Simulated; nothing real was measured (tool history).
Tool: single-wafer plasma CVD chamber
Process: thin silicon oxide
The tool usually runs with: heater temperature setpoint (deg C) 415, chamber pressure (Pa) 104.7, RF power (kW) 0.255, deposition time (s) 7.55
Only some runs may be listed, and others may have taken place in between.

| run | hour | heater temperature setpoint (deg C) | chamber pressure (Pa) | RF power (kW) | deposition time (s) | wafers since the last listed run | hours since the last thermocouple change | hours since the last RF generator calibration | hours since the last manometer calibration | hours since the showerhead was replaced | hours since the gauge calibration | read-back reference wafer on the same gauge, thickness_nm | mean film thickness on the monitor wafer (Å) |
|---|---|---|---|---|---|---|---|---|---|---|---|---|---|
| 1 | 0.0 | 415 | 104.7 | 0.255 | 7.55 | 0 | 1187.8 | 14.3 | 946.7 | 24.7 | 757.0 | 15.227 | 124.92 |
| 2 | 29.3 | 415 | 87.9 | 0.255 | 7.55 | 1383 | 1217.1 | 43.6 | 976.0 | 54.0 | 786.3 | 15.185 | 102.02 |
| 3 | 49.8 | 415 | 87.9 | 0.255 | 7.55 | 967 | 1237.6 | 64.1 | 996.5 | 74.5 | 806.8 | 15.219 | 102.06 |
| 4 | 66.7 | 415 | 104.7 | 0.240 | 7.55 | 797 | 1254.5 | 81.0 | 1013.4 | 91.4 | 823.7 | 15.198 | 118.58 |
| 5 | 90.2 | 415 | 104.7 | 0.255 | 7.55 | 1109 | 1278.0 | 104.5 | 1036.9 | 114.9 | 847.2 | 15.200 | 123.04 |
|  | 106.9 | gauge calibrated |
| 6 | 108.4 | 415 | 104.7 | 0.255 | 7.55 | 859 | 1296.2 | 122.7 | 1055.1 | 133.1 | 1.5 | 15.212 | 123.22 |
| 7 | 125.5 | 415 | 97.6 | 0.255 | 7.55 | 807 | 1313.3 | 139.8 | 1072.2 | 150.2 | 18.6 | 15.194 | 113.82 |
|  | 138.4 | thermocouple changed; heater temperature recalibrated |
| 8 | 138.9 | 415 | 104.7 | 0.255 | 7.55 | 254 | 0.5 | 153.2 | 1085.6 | 163.6 | 32.0 | 15.186 | 122.27 |
| 9 | 150.4 | 415 | 124.3 | 0.230 | 7.55 | 542 | 12.0 | 164.7 | 1097.1 | 175.1 | 43.5 | 15.189 | 136.82 |
| 10 | 181.1 | 415 | 104.7 | 0.285 | 7.55 | 1449 | 42.7 | 195.4 | 1127.8 | 205.8 | 74.2 | 15.198 | 128.72 |
| 11 | 215.2 | 423 | 92.7 | 0.210 | 7.08 | 1609 | 76.8 | 229.5 | 1161.9 | 239.9 | 108.3 | 15.234 | 88.79 |
| 12 | 230.5 | 415 | 97.6 | 0.255 | 7.55 | 722 | 92.1 | 244.8 | 1177.2 | 255.2 | 123.6 | 15.188 | 112.50 |
|  | 248.2 | capacitance manometer re-zeroed and calibrated |
| 13 | 259.1 | 415 | 84.5 | 0.255 | 7.10 | 972 | 120.7 | 273.4 | 10.9 | 283.8 | 152.2 | 15.181 | 98.16 |
| 14 | 285.1 | 406 | 130.1 | 0.275 | 6.51 | 1227 | 146.7 | 299.4 | 36.9 | 309.8 | 178.2 | 15.217 | 142.78 |
| 15 | 318.6 | 422 | 119.7 | 0.295 | 8.53 | 1581 | 180.2 | 332.9 | 70.4 | 343.3 | 211.7 | 15.193 | 177.64 |
| 16 | 341.2 | 415 | 126.3 | 0.290 | 7.55 | 1066 | 202.8 | 355.5 | 93.0 | 365.9 | 234.3 | 15.165 | 164.62 |
| 17 | 364.0 | 422 | 116.7 | 0.240 | 7.55 | 1076 | 225.6 | 378.3 | 115.8 | 388.7 | 257.1 | 15.210 | 139.31 |
| 18 | 395.0 | 415 | 104.7 | 0.255 | 7.55 | 1463 | 256.6 | 409.3 | 146.8 | 419.7 | 288.1 | 15.217 | 130.71 |
| 19 | 415.6 | 421 | 119.3 | 0.230 | 6.13 | 972 | 277.2 | 429.9 | 167.4 | 440.3 | 308.7 | 15.200 | 113.16 |
| 20 | 444.1 | 415 | 104.7 | 0.255 | 7.55 | 1345 | 305.7 | 458.4 | 195.9 | 468.8 | 337.2 | 15.206 | 130.64 |
| 21 | 466.4 | 415 | 104.7 | 0.255 | 6.90 | 1052 | 328.0 | 480.7 | 218.2 | 491.1 | 359.5 | 15.223 | 119.55 |
| 22 | 486.2 | 415 | 104.7 | 0.235 | 7.55 | 934 | 347.8 | 500.5 | 238.0 | 510.9 | 379.3 | 15.168 | 125.41 |
| 23 | 509.1 | 419 | 104.7 | 0.255 | 9.01 | 1080 | 370.7 | 523.4 | 260.9 | 533.8 | 402.2 | 15.213 | 153.80 |
| 24 | 534.1 | 415 | 104.7 | 0.255 | 7.55 | 1180 | 395.7 | 548.4 | 285.9 | 558.8 | 427.2 | 15.186 | 129.20 |
| 25 | 555.8 | 429 | 89.2 | 0.255 | 7.55 | 1024 | 417.4 | 570.1 | 307.6 | 580.5 | 448.9 | 15.216 | 108.60 |
| 26 | 588.8 | 415 | 104.7 | 0.255 | 6.90 | 1557 | 450.4 | 603.1 | 340.6 | 613.5 | 481.9 | 15.197 | 118.98 |
| 27 | 608.7 | 415 | 104.7 | 0.255 | 7.55 | 939 | 470.3 | 623.0 | 360.5 | 633.4 | 501.8 | 15.195 | 128.28 |

Below are 5 alternative next runs, each starting from the tool's condition after run 27. Predict each:
| A | 609.1 | 415 | 104.7 | 0.305 | 7.55 | 18 | 470.7 | 623.4 | 360.9 | 633.8 | 502.2 | ? | ? |
| B | 609.1 | 415 | 83.3 | 0.255 | 7.55 | 18 | 470.7 | 623.4 | 360.9 | 633.8 | 502.2 | ? | ? |
| C | 609.1 | 422 | 104.7 | 0.255 | 8.26 | 18 | 470.7 | 623.4 | 360.9 | 633.8 | 502.2 | ? | ? |
| D | 609.1 | 415 | 104.7 | 0.235 | 6.14 | 18 | 470.7 | 623.4 | 360.9 | 633.8 | 502.2 | ? | ? |
| E | 609.1 | 425 | 126.9 | 0.255 | 7.55 | 18 | 470.7 | 623.4 | 360.9 | 633.8 | 502.2 | ? | ? |

| run | read-back reference wafer on the same gauge, thickness_nm | mean film thickness on the monitor wafer (Å) |
|---|---|---|
| A | 15.228 | 139.85 |
| B | 15.228 | 100.79 |
| C | 15.228 | 139.67 |
| D | 15.228 | 100.00 |
| E | 15.228 | 151.32 |
Stripped of hidden state, with their random variation kept, the same runs would have yielded:
| run | mean film thickness on the monitor wafer (Å) |
|---|---|
| A | 141.55 |
| B | 102.18 |
| C | 141.47 |
| D | 101.33 |
| E | 153.16 |
